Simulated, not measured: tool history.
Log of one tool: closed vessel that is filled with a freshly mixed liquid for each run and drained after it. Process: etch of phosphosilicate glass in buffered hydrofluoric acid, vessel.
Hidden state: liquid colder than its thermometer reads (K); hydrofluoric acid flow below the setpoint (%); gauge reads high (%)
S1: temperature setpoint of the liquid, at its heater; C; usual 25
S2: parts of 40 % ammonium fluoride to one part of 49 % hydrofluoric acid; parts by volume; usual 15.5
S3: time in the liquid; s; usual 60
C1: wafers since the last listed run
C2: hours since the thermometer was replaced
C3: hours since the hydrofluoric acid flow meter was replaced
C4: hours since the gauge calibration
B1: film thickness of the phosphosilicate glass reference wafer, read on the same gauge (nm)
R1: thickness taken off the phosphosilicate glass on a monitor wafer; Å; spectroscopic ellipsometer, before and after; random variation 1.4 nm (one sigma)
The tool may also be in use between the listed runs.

run	day	S1	S2	S3	C1	C2	C3	C4	B1	R1
1	0	25	15.5	60	0	1319.3	171.3	241.7	80.02	1709.8
2	4.467	25	15.5	60	11867	1426.5	278.5	348.9	79.97	1712.6
3	7.575	26.5	15.5	60	8258	1501.1	353.1	423.5	80.02	1852.5
4	11.733	26.5	15.5	60	11048	1600.9	452.9	523.3	80	1846.5
5	15.092	25	15.5	60	8923	1681.5	533.5	603.9	79.98	1694
6	27.617	25	15.5	60	33278	1982.1	834.1	904.5	80.03	1712
7	30.558	25	15.5	60	7815	2052.7	904.7	975.1	79.96	1719.8
8	32.392	25	15.5	60	4871	2096.7	948.7	1019.1	80.02	1711
9	36.008	25	15.5	60	9609	2183.5	1035.5	1105.9	80	1696.5
10	46.25	25	15.5	60	27211	2429.3	1281.3	1351.7	79.99	1706
# day 47.2: hydrofluoric acid flow meter replaced
11	49.796	25	15.5	60	9310	2514.4	62.3	1436.8	79.99	1716.1
12	53.483	25	15.5	60	9797	2602.9	150.8	1525.3	80.01	1703.7
# day 53.592: gauge calibrated
13	55.542	25	15.5	60	5468	2652.3	200.2	46.8	80	1717
# day 57.083: thermometer replaced
14	57.404	25	15.5	60	4837	7.7	244.9	91.5	80.03	1709.7
15	59.712	25	15.5	80	6133	63.1	300.3	146.9	80.01	2314.7
16	66.392	22.5	15.5	70	17746	223.4	460.6	307.2	80	1755.2
17	69.975	26.5	15.5	60	9520	309.4	546.6	393.2	79.97	1857.6
18	74.083	25	15.5	90	10915	408	645.2	491.8	80.01	2536.4
19	76.9	27	12	60	7483	475.6	712.8	559.4	79.95	2439.6
20	79.983	20	12.5	60	8192	549.6	786.8	633.4	79.99	1578.8
21	84.571	20.5	15.5	70	12188	659.7	896.9	743.5	80.02	1566.4
22	86.975	25	15.5	60	6387	717.4	954.6	801.2	79.99	1724.8
23	88.875	25	11.5	60	5048	763	1000.2	846.8	79.95	2274.4
24	91.225	27.5	19.5	40	6243	819.4	1056.6	903.2	80.02	1043.4
25	94.279	29.5	20.5	60	8114	892.7	1129.9	976.5	79.98	1668.5
26	96.988	25	15.5	60	7196	957.7	1194.9	1041.5	80.02	1698.7
27	100.225	25	18.5	60	8601	1035.4	1272.6	1119.2	80	1433.5
28	103.688	20.5	12	60	9199	1118.5	1355.7	1202.3	79.99	1715.2
29	105.196	25	15.5	60	4007	1154.7	1391.9	1238.5	80	1726.3
30	108.767	27.5	15.5	60	9487	1240.4	1477.6	1324.2	80.02	1974.8
31	111.692	21	21.5	60	7771	1310.6	1547.8	1394.4	79.98	1025.3

What the log doesn't show, run by run:
liquid colder than its thermometer reads (K): 0 in every run
hydrofluoric acid flow below the setpoint (%): 0 in every run
gauge reads high (%): 0 in every run

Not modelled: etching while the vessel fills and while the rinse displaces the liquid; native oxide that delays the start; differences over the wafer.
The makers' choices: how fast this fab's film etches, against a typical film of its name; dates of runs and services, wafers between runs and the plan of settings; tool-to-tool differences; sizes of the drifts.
